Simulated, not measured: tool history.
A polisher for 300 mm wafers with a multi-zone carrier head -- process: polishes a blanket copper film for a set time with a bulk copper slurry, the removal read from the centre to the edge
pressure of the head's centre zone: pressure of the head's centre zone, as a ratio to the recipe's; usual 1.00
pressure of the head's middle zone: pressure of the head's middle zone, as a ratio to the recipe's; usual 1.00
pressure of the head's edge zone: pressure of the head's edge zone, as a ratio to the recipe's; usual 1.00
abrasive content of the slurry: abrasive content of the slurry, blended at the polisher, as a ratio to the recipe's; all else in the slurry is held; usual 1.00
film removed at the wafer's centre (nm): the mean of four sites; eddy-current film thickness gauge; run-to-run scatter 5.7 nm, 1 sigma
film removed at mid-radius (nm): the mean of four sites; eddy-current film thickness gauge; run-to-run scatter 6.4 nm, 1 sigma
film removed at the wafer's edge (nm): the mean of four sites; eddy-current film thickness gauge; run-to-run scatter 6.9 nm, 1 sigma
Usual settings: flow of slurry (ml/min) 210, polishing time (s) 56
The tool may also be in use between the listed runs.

run	hour	flow of slurry (ml/min)	pressure of the head's centre zone	pressure of the head's middle zone	pressure of the head's edge zone	abrasive content of the slurry	polishing time (s)	incoming thickness of the incoming film, nm	film removed at the wafer's centre (nm)	film removed at mid-radius (nm)	film removed at the wafer's edge (nm)
1	0.0	210	1.00	1.00	1.00	1.00	50	3760.9	686.3	690.7	684.1
2	36.5	150	1.00	1.05	1.00	1.00	56	3728.4	714.1	745.7	731.8
3	105.8	210	0.97	1.00	1.00	0.70	71	3738.7	864.9	897.6	908.4
# hour 145.1: worn pad replaced by a new one
4	163.1	210	1.00	1.00	0.96	1.15	64	3757.8	880.1	912.1	888.7
5	197.8	210	0.92	1.00	1.00	0.85	37	3723.6	438.6	490.5	493.7
6	225.6	210	1.00	1.00	1.00	1.00	56	3718.9	736.4	767.1	772.2
# hour 240.0: slurry nozzle cleaned
# hour 243.8: edge zone pressure recalibrated
7	260.5	210	1.00	1.00	1.00	1.00	56	3747.4	745.4	776.1	773.8
8	310.4	265	1.00	1.00	1.06	0.85	56	3755.8	728.6	771.4	797.8
9	339.2	210	1.00	1.05	1.00	1.00	56	3780.0	728.2	793.3	778.4
# hour 352.3: centre zone pressure recalibrated
10	369.0	210	1.00	1.00	1.00	1.00	56	3738.4	780.2	771.1	785.8
11	398.6	240	0.89	1.00	1.00	1.00	56	3733.5	725.0	781.8	786.9
12	467.1	210	1.00	1.04	1.07	1.00	67	3780.7	919.3	958.2	951.8
13	508.0	210	0.92	1.00	1.00	0.85	37	3737.1	455.7	488.2	494.2
14	534.4	210	0.97	1.00	1.00	0.70	71	3767.1	877.0	915.4	917.3
# hour 563.8: worn pad replaced by a new one
15	597.4	210	1.00	0.91	1.00	1.15	56	3689.3	781.5	733.1	799.0
16	647.5	140	1.00	0.91	0.95	1.00	39	3729.7	479.1	458.6	507.0
17	690.1	160	1.00	1.00	1.00	0.90	56	3744.3	684.1	716.1	729.3
# hour 729.7: edge zone pressure recalibrated
# hour 739.1: slurry nozzle cleaned
18	750.3	190	1.12	1.07	1.00	0.70	56	3745.2	747.3	740.1	708.8
19	782.1	210	1.00	1.00	1.00	1.00	56	3818.0	740.2	774.7	781.6
20	822.0	210	1.00	0.90	1.00	1.00	56	3704.3	739.0	712.5	789.1

The logged runs with the hidden state left out (each run's random variation unchanged):
Unlogged tool condition in this case: removal rate lost through wear of the pad, %; slurry flow missing at the pad, %; deviation of the centre zone's pressure from its setpoint, %; deviation of the edge zone's pressure from its setpoint, %.
run	film removed at the wafer's centre (nm)
1	697.3
2	729.2
3	891.9
4	914.9
5	458.3
6	772.4
7	785.8
8	773.7
9	776.5
10	776.3
11	724.3
12	927.2
13	462.2
14	892.8
15	802.6
16	495.5
17	711.8
18	784.0
19	780.5
20	783.6
film removed at mid-radius (nm): differs from the measured result by no more than 0.3 in any run.
film removed at the wafer's edge (nm): unchanged from measured in all runs.
